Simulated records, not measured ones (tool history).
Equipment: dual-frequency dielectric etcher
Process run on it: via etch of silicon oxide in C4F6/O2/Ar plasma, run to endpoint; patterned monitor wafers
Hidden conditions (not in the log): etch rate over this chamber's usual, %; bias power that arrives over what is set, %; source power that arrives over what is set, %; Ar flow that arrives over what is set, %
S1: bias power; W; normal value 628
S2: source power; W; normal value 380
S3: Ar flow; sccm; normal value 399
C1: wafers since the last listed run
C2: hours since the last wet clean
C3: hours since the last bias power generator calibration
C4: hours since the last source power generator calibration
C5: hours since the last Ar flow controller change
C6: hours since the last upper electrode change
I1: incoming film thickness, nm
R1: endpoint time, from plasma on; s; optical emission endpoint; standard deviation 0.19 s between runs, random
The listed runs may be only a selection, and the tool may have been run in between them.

Run 1, hour 0.0: usual settings but S1 692 W; C1 0; C2 27.2; C3 3583.4; C4 89.0; C5 0.5; C6 3988.6; I1 201.5. Result: R1 39.3 s.
Run 2, hour 3.6: usual settings; C1 36; C2 30.8; C3 3587.0; C4 92.6; C5 4.1; C6 3992.2; I1 201.7. Result: R1 41.9 s.
Run 3, hour 17.3: usual settings; C1 138; C2 44.5; C3 3600.7; C4 106.3; C5 17.8; C6 4005.9; I1 201.5. Result: R1 41.5 s.
Run 4, hour 26.3: usual settings but S2 450 W; C1 91; C2 53.5; C3 3609.7; C4 115.3; C5 26.8; C6 4014.9; I1 202.6. Result: R1 40.2 s.
Run 5, hour 39.4: usual settings but S3 348 sccm; C1 132; C2 66.6; C3 3622.8; C4 128.4; C5 39.9; C6 4028.0; I1 201.1. Result: R1 41.0 s.
Run 6, hour 52.3: usual settings; C1 130; C2 79.5; C3 3635.7; C4 141.3; C5 52.8; C6 4040.9; I1 203.7. Result: R1 41.8 s.
Run 7, hour 69.2: usual settings but S2 320 W; C1 171; C2 96.4; C3 3652.6; C4 158.2; C5 69.7; C6 4057.8; I1 202.4. Result: R1 43.4 s.
At hour 83.2: bias power generator calibrated.
Run 8, hour 85.9: usual settings but S1 678 W, S2 410 W, S3 478 sccm; C1 128; C2 113.1; C3 2.7; C4 174.9; C5 86.4; C6 4074.5; I1 202.3. Result: R1 39.8 s.
At hour 117.4: upper electrode replaced.
Run 9, hour 117.9: usual settings but S3 319 sccm; C1 80; C2 145.1; C3 34.7; C4 206.9; C5 118.4; C6 0.5; I1 204.4. Result: R1 41.3 s.
Run 10, hour 118.3: usual settings but S1 761 W, S2 410 W, S3 351 sccm; C1 4; C2 145.5; C3 35.1; C4 207.3; C5 118.8; C6 0.9; I1 201.7. Result: R1 35.7 s.
Run 11, hour 133.5: usual settings; C1 153; C2 160.7; C3 50.3; C4 222.5; C5 134.0; C6 16.1; I1 202.7. Result: R1 41.2 s.
Run 12, hour 149.4: usual settings but S1 589 W, S2 350 W, S3 321 sccm; C1 160; C2 176.6; C3 66.2; C4 238.4; C5 149.9; C6 32.0; I1 201.7. Result: R1 43.2 s.
Run 13, hour 164.3: usual settings but S1 738 W, S2 430 W; C1 150; C2 191.5; C3 81.1; C4 253.3; C5 164.8; C6 46.9; I1 199.4. Result: R1 36.0 s.
Run 14, hour 176.7: usual settings but S2 470 W; C1 125; C2 203.9; C3 93.5; C4 265.7; C5 177.2; C6 59.3; I1 202.1. Result: R1 39.6 s.
Run 15, hour 193.7: usual settings but S1 734 W, S2 460 W, S3 353 sccm; C1 172; C2 220.9; C3 110.5; C4 282.7; C5 194.2; C6 76.3; I1 202.9. Result: R1 35.6 s.
Run 16, hour 209.6: usual settings but S1 708 W, S2 310 W; C1 160; C2 236.8; C3 126.4; C4 298.6; C5 210.1; C6 92.2; I1 202.9. Result: R1 40.2 s.
Run 17, hour 226.9: usual settings; C1 175; C2 254.1; C3 143.7; C4 315.9; C5 227.4; C6 109.5; I1 202.5. Result: R1 41.9 s.
Run 18, hour 235.6: usual settings but S1 687 W, S3 465 sccm; C1 88; C2 262.8; C3 152.4; C4 324.6; C5 236.1; C6 118.2; I1 201.3. Result: R1 39.5 s.
Run 19, hour 248.2: usual settings but S1 491 W; C1 127; C2 275.4; C3 165.0; C4 337.2; C5 248.7; C6 130.8; I1 202.9. Result: R1 48.9 s.
Run 20, hour 256.6: usual settings; C1 85; C2 283.8; C3 173.4; C4 345.6; C5 257.1; C6 139.2; I1 203.0. Result: R1 41.6 s.
Run 21, hour 270.8: usual settings but S1 506 W; C1 143; C2 298.0; C3 187.6; C4 359.8; C5 271.3; C6 153.4; I1 201.0. Result: R1 47.4 s.
Run 22, hour 300.4: usual settings but S1 670 W, S3 487 sccm; C1 299; C2 327.6; C3 217.2; C4 389.4; C5 300.9; C6 183.0; I1 202.9. Result: R1 40.1 s.
Run 23, hour 315.7: usual settings but S2 440 W; C1 154; C2 342.9; C3 232.5; C4 404.7; C5 316.2; C6 198.3; I1 201.8. Result: R1 39.6 s.
Run 24, hour 333.6: usual settings; C1 181; C2 360.8; C3 250.4; C4 422.6; C5 334.1; C6 216.2; I1 202.7. Result: R1 41.2 s.
Run 25, hour 344.9: usual settings but S1 756 W, S2 350 W, S3 484 sccm; C1 114; C2 372.1; C3 261.7; C4 433.9; C5 345.4; C6 227.5; I1 202.8. Result: R1 38.2 s.
Run 26, hour 353.9: usual settings but S1 727 W, S2 340 W, S3 320 sccm; C1 91; C2 381.1; C3 270.7; C4 442.9; C5 354.4; C6 236.5; I1 202.8. Result: R1 37.7 s.
Run 27, hour 368.6: usual settings but S1 676 W; C1 148; C2 395.8; C3 285.4; C4 457.6; C5 369.1; C6 251.2; I1 202.9. Result: R1 39.2 s.
Run 28, hour 382.4: usual settings but S3 444 sccm; C1 139; C2 409.6; C3 299.2; C4 471.4; C5 382.9; C6 265.0; I1 202.2. Result: R1 41.3 s.

Selected run-to-run steps in R1, each split into two signed amounts: the part the tool would show with no hidden state at all (from settings, incoming material and random variation), and the remainder, which goes to the hidden state together with any gauge scatter not common to the measured and the hidden-state-free results:
Run 13 -> 14: S1 738 -> 628, S2 430 -> 470. R1 +3.6 s: hidden state -0.2, all else +3.8.
Run 18 -> 19: S1 687 -> 491, S3 465 -> 399. R1 +9.4 s: hidden state -0.2, all else +9.6.
Run 19 -> 20: S1 491 -> 628. R1 -7.3 s: hidden state +0.1, all else -7.4.

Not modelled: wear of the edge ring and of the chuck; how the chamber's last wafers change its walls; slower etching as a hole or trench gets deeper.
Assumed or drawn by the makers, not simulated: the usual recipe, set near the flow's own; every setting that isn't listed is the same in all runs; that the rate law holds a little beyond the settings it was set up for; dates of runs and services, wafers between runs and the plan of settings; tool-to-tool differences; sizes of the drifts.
